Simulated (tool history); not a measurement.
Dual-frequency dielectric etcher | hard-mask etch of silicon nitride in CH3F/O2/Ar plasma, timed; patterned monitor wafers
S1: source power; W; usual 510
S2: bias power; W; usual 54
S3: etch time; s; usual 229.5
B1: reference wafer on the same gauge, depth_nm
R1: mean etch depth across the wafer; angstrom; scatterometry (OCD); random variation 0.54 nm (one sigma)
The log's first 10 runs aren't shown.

run   hour   S1  S2     S3     B1    R1
 11  145.6  510  54  229.5  152.0  1557
 12  154.7  510  54  229.5  152.1  1566
     167.1  -- gauge calibrated
     167.9  -- source power generator calibrated
 13  171.9  510  54  271.0  152.0  1845
     183.4  -- bias power generator calibrated
     198.1  -- upper electrode replaced, of another model than before
 14  198.6  510  54  262.5  152.0  1797
 15  212.8  510  54  229.5  152.0  1578
 16  223.3  560  54  229.5  151.9  1653
 17  230.6  510  63  229.5  152.1  1681
 18  247.3  510  54  229.5  152.0  1573
 19  253.4  510  46  183.5  152.0  1184
 20  265.3  410  49  167.0  152.0   978
 21  272.7  430  66  168.0  152.1  1145
 22  285.3  410  50  259.5  152.1  1537
     334.2  -- wet clean of the chamber
 23  334.7  510  65  229.5  152.0  1659
 24  335.1  510  54  229.5  152.1  1536
 25  345.2  470  46  229.5  152.0  1375
 26  361.1  550  67  201.5  152.1  1533
 27  376.1  510  54  248.0  152.1  1669
 28  400.8  550  64  262.5  152.0  1958
 29  418.1  470  44  203.0  152.0  1205
 30  434.2  460  54  229.5  152.0  1463
 31  450.8  580  54  270.0  152.1  1943

Forecast each of these 3 alternatives for the next run:
  A  451.3  510  54  186.0   ?   ?
  B  451.3  600  43  248.5   ?   ?
  C  451.3  620  64  274.0   ?   ?

run     B1    R1
  A  152.1  1250
  B  152.1  1665
  C  152.1  2170
Without the tool's hidden state the same runs would have given:
run    R1
  A  1249
  B  1664
  C  2169
